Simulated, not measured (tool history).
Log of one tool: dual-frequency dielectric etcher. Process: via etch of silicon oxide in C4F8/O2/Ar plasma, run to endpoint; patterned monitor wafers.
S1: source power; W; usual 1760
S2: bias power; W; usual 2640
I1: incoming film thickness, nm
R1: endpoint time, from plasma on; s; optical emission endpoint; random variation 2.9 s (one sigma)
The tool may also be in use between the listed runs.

{"run": 1, "day": 0.0, "S1": 1760, "S2": 2640, "I1": 1697.7, "R1": 324.4}
{"run": 2, "day": 0.754, "S1": 1450, "S2": 2640, "I1": 1688.9, "R1": 353.6}
{"run": 3, "day": 1.562, "S1": 1980, "S2": 2918, "I1": 1684.6, "R1": 302.2}
{"run": 4, "day": 3.517, "S1": 1980, "S2": 2918, "I1": 1705.3, "R1": 307}
{"run": 5, "day": 4.362, "S1": 1760, "S2": 2640, "I1": 1703.7, "R1": 334.9}
{"run": 6, "day": 5.079, "S1": 1760, "S2": 2640, "I1": 1685, "R1": 330.8}
{"run": 7, "day": 5.808, "S1": 1760, "S2": 2640, "I1": 1668.2, "R1": 330}
{"run": 8, "day": 7.296, "S1": 1900, "S2": 2640, "I1": 1696.8, "R1": 320.8}
{"run": 9, "day": 8.496, "S1": 1760, "S2": 2640, "I1": 1688.3, "R1": 330.3}
{"run": 10, "day": 9.421, "S1": 1760, "S2": 2640, "I1": 1706.8, "R1": 334.2}
{"run": 11, "day": 10.071, "S1": 1760, "S2": 2640, "I1": 1697.2, "R1": 333.2}
{"run": 12, "day": 11.208, "S1": 1760, "S2": 2640, "I1": 1677.4, "R1": 323.5}
{"day": 12.175, "done": "source power generator calibrated"}
{"run": 13, "day": 12.196, "S1": 1760, "S2": 2640, "I1": 1677.1, "R1": 329.1}
{"run": 14, "day": 12.825, "S1": 1760, "S2": 2640, "I1": 1690.5, "R1": 331.6}
{"run": 15, "day": 13.462, "S1": 1760, "S2": 2640, "I1": 1683.6, "R1": 327.3}
{"day": 15.508, "done": "wet clean of the chamber"}
{"run": 16, "day": 15.529, "S1": 1760, "S2": 2640, "I1": 1685.8, "R1": 320.4}
{"run": 17, "day": 15.821, "S1": 2060, "S2": 2134, "I1": 1695.6, "R1": 322.6}
{"run": 18, "day": 17.038, "S1": 1760, "S2": 2640, "I1": 1694.1, "R1": 328}
{"run": 19, "day": 18.088, "S1": 1760, "S2": 2084, "I1": 1688.2, "R1": 345.7}
{"run": 20, "day": 19.088, "S1": 1760, "S2": 2807, "I1": 1680.6, "R1": 320.3}
{"day": 21.092, "done": "upper electrode replaced, of another model than before"}
{"run": 21, "day": 21.112, "S1": 2060, "S2": 2885, "I1": 1686.4, "R1": 301}
{"run": 22, "day": 21.858, "S1": 2010, "S2": 3113, "I1": 1701.5, "R1": 307.3}
{"day": 22.888, "done": "bias power generator calibrated"}
{"run": 23, "day": 23.171, "S1": 1410, "S2": 2398, "I1": 1709.6, "R1": 358.2}
{"run": 24, "day": 24.283, "S1": 1470, "S2": 2640, "I1": 1680.5, "R1": 342.1}
{"run": 25, "day": 24.962, "S1": 1360, "S2": 2081, "I1": 1680.3, "R1": 363.9}
{"run": 26, "day": 25.967, "S1": 1380, "S2": 3001, "I1": 1687.7, "R1": 344.9}
{"run": 27, "day": 26.883, "S1": 1760, "S2": 2640, "I1": 1684.1, "R1": 330.8}
{"run": 28, "day": 28.333, "S1": 2040, "S2": 3042, "I1": 1669.4, "R1": 307.7}
{"run": 29, "day": 29.167, "S1": 1760, "S2": 2640, "I1": 1686, "R1": 332.1}
{"run": 30, "day": 30.379, "S1": 1760, "S2": 2640, "I1": 1667.5, "R1": 330.7}
{"run": 31, "day": 31.029, "S1": 2180, "S2": 3010, "I1": 1702.9, "R1": 304.2}
{"run": 32, "day": 32.442, "S1": 1760, "S2": 2640, "I1": 1694.2, "R1": 339.2}
{"day": 34.583, "done": "wet clean of the chamber"}
{"run": 33, "day": 34.604, "S1": 1510, "S2": 2199, "I1": 1699.6, "R1": 351.3}

Forecast each of these 4 alternatives for the next run:
{"run": "A", "day": 34.625, "S1": 2140, "S2": 2640, "I1": 1693.7, "R1": "?"}
{"run": "B", "day": 34.625, "S1": 1950, "S2": 2363, "I1": 1693.7, "R1": "?"}
{"run": "C", "day": 34.625, "S1": 1760, "S2": 3217, "I1": 1693.7, "R1": "?"}
{"run": "D", "day": 34.625, "S1": 1910, "S2": 3264, "I1": 1693.7, "R1": "?"}

run=A R1=308.1
run=B R1=322.2
run=C R1=313.6
run=D R1=305.9
Without the tool's hidden state the same runs would have given:
run=A R1=308.2
run=B R1=322.3
run=C R1=313.8
run=D R1=306
